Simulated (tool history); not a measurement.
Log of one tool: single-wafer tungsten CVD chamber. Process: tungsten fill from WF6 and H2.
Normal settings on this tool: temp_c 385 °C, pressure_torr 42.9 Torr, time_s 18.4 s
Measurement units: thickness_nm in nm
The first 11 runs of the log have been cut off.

run,hour,temp_c,pressure_torr,time_s,"read-back reference wafer on the same gauge, thickness_nm",thickness_nm
12,274.5,376,42.9,16.8,36.95,36.145
# hour 292.1: thermocouple changed; heater temperature recalibrated
13,292.6,376,42.9,16.8,36.917,34.56
# hour 317: capacitance manometer re-zeroed and calibrated
14,317.5,385,42.9,18.4,36.967,45.696
15,403.1,385,42.9,18.4,36.904,45.681
16,434.8,395,42.9,16.7,36.946,49.671
17,461.7,385,49.7,18.4,36.923,47.873
18,476.2,396,34.9,18.4,36.873,52.093
19,492.5,396,42.9,20.4,36.865,61.618
20,510.8,376,48.3,18.4,36.897,41.027
21,529,385,42.9,18.4,36.903,45.888
# hour 548: gauge calibrated
22,556.4,397,42.9,21,36.896,64.326
23,576.1,385,35.2,15.6,36.922,36.81
# hour 613.7: showerhead replaced
24,614.2,385,42.9,18.4,36.914,46.346
25,630.2,373,32.7,19.8,36.834,37.126
26,665.3,385,42.9,18.4,36.909,46.149
27,687.1,385,42.9,18.4,36.944,45.977
28,714.5,372,42.9,18.4,36.884,36.761

What does the tool deliver on the next run?
29,747.8,381,39.8,18.4,?,?

Run 29 came out at read-back reference wafer on the same gauge, thickness_nm 36.879, thickness_nm 42.097 nm.
Without the tool's hidden state the same run would have given thickness_nm 41.29 nm.

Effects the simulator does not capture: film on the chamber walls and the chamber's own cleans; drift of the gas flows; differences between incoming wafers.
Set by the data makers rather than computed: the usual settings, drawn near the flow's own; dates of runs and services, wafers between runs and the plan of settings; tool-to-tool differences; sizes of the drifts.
